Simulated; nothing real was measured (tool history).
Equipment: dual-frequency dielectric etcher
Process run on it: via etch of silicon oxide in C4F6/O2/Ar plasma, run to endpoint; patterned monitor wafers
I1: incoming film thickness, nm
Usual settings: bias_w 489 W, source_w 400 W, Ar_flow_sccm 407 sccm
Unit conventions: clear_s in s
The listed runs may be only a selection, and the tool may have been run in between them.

{"run": 1, "hour": 0.0, "bias_w": 489, "source_w": 400, "Ar_flow_sccm": 407, "I1": 198.8, "clear_s": 42.7}
{"hour": 33.5, "done": "bias power generator calibrated"}
{"run": 2, "hour": 41.0, "bias_w": 555, "source_w": 400, "Ar_flow_sccm": 329, "I1": 195.7, "clear_s": 39.7}
{"run": 3, "hour": 65.2, "bias_w": 489, "source_w": 400, "Ar_flow_sccm": 407, "I1": 198.8, "clear_s": 42.6}
{"hour": 100.9, "done": "upper electrode replaced"}
{"run": 4, "hour": 110.7, "bias_w": 489, "source_w": 400, "Ar_flow_sccm": 407, "I1": 197.4, "clear_s": 42.7}
{"run": 5, "hour": 171.6, "bias_w": 489, "source_w": 400, "Ar_flow_sccm": 407, "I1": 196.7, "clear_s": 42.2}
{"run": 6, "hour": 198.8, "bias_w": 489, "source_w": 400, "Ar_flow_sccm": 407, "I1": 196.8, "clear_s": 42.4}
{"run": 7, "hour": 371.0, "bias_w": 489, "source_w": 400, "Ar_flow_sccm": 407, "I1": 196.3, "clear_s": 42.3}
{"hour": 399.1, "done": "wet clean of the chamber"}
{"run": 8, "hour": 442.5, "bias_w": 489, "source_w": 400, "Ar_flow_sccm": 407, "I1": 198.5, "clear_s": 42.7}
{"hour": 466.4, "done": "Ar flow controller replaced"}
{"run": 9, "hour": 514.4, "bias_w": 595, "source_w": 450, "Ar_flow_sccm": 498, "I1": 198.4, "clear_s": 38.7}
{"run": 10, "hour": 566.8, "bias_w": 489, "source_w": 400, "Ar_flow_sccm": 407, "I1": 198.3, "clear_s": 42.7}
{"run": 11, "hour": 724.1, "bias_w": 489, "source_w": 400, "Ar_flow_sccm": 407, "I1": 197.6, "clear_s": 42.7}
{"run": 12, "hour": 767.1, "bias_w": 489, "source_w": 350, "Ar_flow_sccm": 323, "I1": 197.3, "clear_s": 44.6}
{"run": 13, "hour": 815.3, "bias_w": 489, "source_w": 440, "Ar_flow_sccm": 407, "I1": 198.1, "clear_s": 40.5}
{"run": 14, "hour": 848.5, "bias_w": 489, "source_w": 430, "Ar_flow_sccm": 407, "I1": 196.8, "clear_s": 40.5}
{"hour": 918.9, "done": "wet clean of the chamber"}
{"run": 15, "hour": 919.4, "bias_w": 569, "source_w": 370, "Ar_flow_sccm": 368, "I1": 197.2, "clear_s": 41.6}
{"hour": 956.0, "done": "source power generator calibrated"}
{"run": 16, "hour": 956.5, "bias_w": 584, "source_w": 450, "Ar_flow_sccm": 407, "I1": 198, "clear_s": 37.9}
{"run": 17, "hour": 1013.3, "bias_w": 489, "source_w": 400, "Ar_flow_sccm": 407, "I1": 197.7, "clear_s": 42.4}
{"run": 18, "hour": 1069.0, "bias_w": 489, "source_w": 400, "Ar_flow_sccm": 355, "I1": 197.2, "clear_s": 41.8}
{"run": 19, "hour": 1116.7, "bias_w": 489, "source_w": 400, "Ar_flow_sccm": 478, "I1": 197.3, "clear_s": 43.2}
{"run": 20, "hour": 1175.3, "bias_w": 489, "source_w": 400, "Ar_flow_sccm": 362, "I1": 197.1, "clear_s": 42.1}
{"run": 21, "hour": 1223.3, "bias_w": 489, "source_w": 400, "Ar_flow_sccm": 407, "I1": 197.8, "clear_s": 42.3}
{"run": 22, "hour": 1294.3, "bias_w": 595, "source_w": 500, "Ar_flow_sccm": 370, "I1": 196.5, "clear_s": 35.1}
{"run": 23, "hour": 1366.2, "bias_w": 601, "source_w": 400, "Ar_flow_sccm": 469, "I1": 197.8, "clear_s": 40.4}
{"run": 24, "hour": 1404.6, "bias_w": 529, "source_w": 400, "Ar_flow_sccm": 407, "I1": 199, "clear_s": 41.9}
{"run": 25, "hour": 1470.7, "bias_w": 584, "source_w": 450, "Ar_flow_sccm": 407, "I1": 196.8, "clear_s": 37.8}
{"hour": 1496.0, "done": "wet clean of the chamber"}
{"run": 26, "hour": 1519.1, "bias_w": 590, "source_w": 400, "Ar_flow_sccm": 361, "I1": 198.8, "clear_s": 39.8}
{"run": 27, "hour": 1580.0, "bias_w": 489, "source_w": 350, "Ar_flow_sccm": 323, "I1": 198, "clear_s": 44.9}

Expected results for the next run?
{"run": 28, "hour": 1627.8, "bias_w": 489, "source_w": 400, "Ar_flow_sccm": 445, "I1": 199.2, "clear_s": "?"}

Run 28 yielded clear_s 43.4 s.
Without the tool's hidden state the same run would have given clear_s 43.4 s.

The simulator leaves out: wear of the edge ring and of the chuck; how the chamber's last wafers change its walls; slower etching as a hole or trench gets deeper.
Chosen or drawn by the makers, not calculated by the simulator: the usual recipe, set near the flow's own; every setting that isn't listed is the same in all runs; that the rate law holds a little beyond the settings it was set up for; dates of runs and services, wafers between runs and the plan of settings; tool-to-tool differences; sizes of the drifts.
